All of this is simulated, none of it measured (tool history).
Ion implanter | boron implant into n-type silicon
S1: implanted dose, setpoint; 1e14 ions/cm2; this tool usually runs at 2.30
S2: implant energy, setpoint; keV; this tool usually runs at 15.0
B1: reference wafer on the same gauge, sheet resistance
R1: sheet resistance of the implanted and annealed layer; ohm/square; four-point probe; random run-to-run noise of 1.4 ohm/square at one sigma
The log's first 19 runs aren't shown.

run	hour	S1	S2	B1	R1
# hour 1363.6: Faraday cup replaced and dose calibrated
20	1459.6	1.96	12.5	403.22	555.60
21	1538.8	1.88	11.5	402.98	580.61
22	1635.0	2.30	15.0	403.06	474.29
23	1689.5	2.83	15.0	403.10	404.87
# hour 1766.1: extraction supply calibrated
24	1766.6	2.30	15.0	402.65	475.43
25	1842.2	2.30	15.0	402.96	476.08
26	1942.5	2.30	17.0	402.80	468.82
27	2031.7	2.30	15.0	402.83	474.50
28	2093.2	2.53	10.0	403.06	461.01
29	2168.8	2.30	15.0	402.64	472.77
30	2207.3	2.63	10.5	402.85	442.21
31	2290.2	2.30	12.0	402.97	485.56

What will run 32 give?
32	2360.0	2.30	15.0	?	?

{"run 32": {"B1": 402.92, "R1": 473.15}}
Minus the tool's unlogged condition, the same run would have read R1 480.06 ohm/square.

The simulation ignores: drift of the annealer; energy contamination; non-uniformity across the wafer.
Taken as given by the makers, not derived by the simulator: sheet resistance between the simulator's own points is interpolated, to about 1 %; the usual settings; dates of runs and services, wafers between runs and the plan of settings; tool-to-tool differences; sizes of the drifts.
